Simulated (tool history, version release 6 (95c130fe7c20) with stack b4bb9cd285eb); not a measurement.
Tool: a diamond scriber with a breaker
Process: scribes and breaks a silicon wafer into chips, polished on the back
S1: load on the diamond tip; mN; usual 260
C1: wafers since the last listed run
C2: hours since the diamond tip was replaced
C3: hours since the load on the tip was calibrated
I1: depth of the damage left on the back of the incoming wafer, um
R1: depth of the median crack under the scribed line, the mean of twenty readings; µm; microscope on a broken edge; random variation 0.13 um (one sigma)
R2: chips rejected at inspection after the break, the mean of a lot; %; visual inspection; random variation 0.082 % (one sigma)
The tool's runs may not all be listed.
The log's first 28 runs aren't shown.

run	hour	S1	C1	C2	C3	I1	R1	R2
29	754.2	236	74	429.8	160.9	0.01	6.90	10.52
30	775.3	312	47	450.9	182.0	0.05	8.72	2.13
31	809.1	260	75	484.7	215.8	0.02	7.08	5.34
32	847.2	216	85	522.8	253.9	0.03	5.94	23.35
33	874.7	208	61	550.3	281.4	0.04	5.68	28.39
34	942.7	238	152	618.3	349.4	0.05	6.08	18.36
# hour 966.5: diamond tip replaced by a new one
35	978.6	260	76	12.1	385.3	0.04	8.32	1.83
36	1004.7	314	58	38.2	411.4	0.02	9.98	6.35
37	1048.3	335	97	81.8	455.0	0.03	10.43	9.95
38	1074.6	187	58	108.1	481.3	0.04	5.99	20.98
39	1104.6	260	67	138.1	511.3	0.05	8.40	1.87
40	1122.3	293	39	155.8	529.0	0.02	9.27	3.08
41	1149.1	260	60	182.6	555.8	0.03	7.95	2.08

Forecast each of these 5 alternatives for the next run:
A	1149.7	260	1	183.2	556.4	0.01	?	?
B	1149.7	223	1	183.2	556.4	0.01	?	?
C	1149.7	214	1	183.2	556.4	0.01	?	?
D	1149.7	183	1	183.2	556.4	0.01	?	?
E	1149.7	215	1	183.2	556.4	0.01	?	?

run	R1	R2
A	8.22	1.93
B	7.10	7.65
C	6.82	10.61
D	5.78	26.96
E	6.85	10.25
Without the tool's hidden state the same runs would have given:
run	R1	R2
A	8.46	1.78
B	7.30	5.96
C	7.01	8.54
D	5.94	23.80
E	7.04	8.22
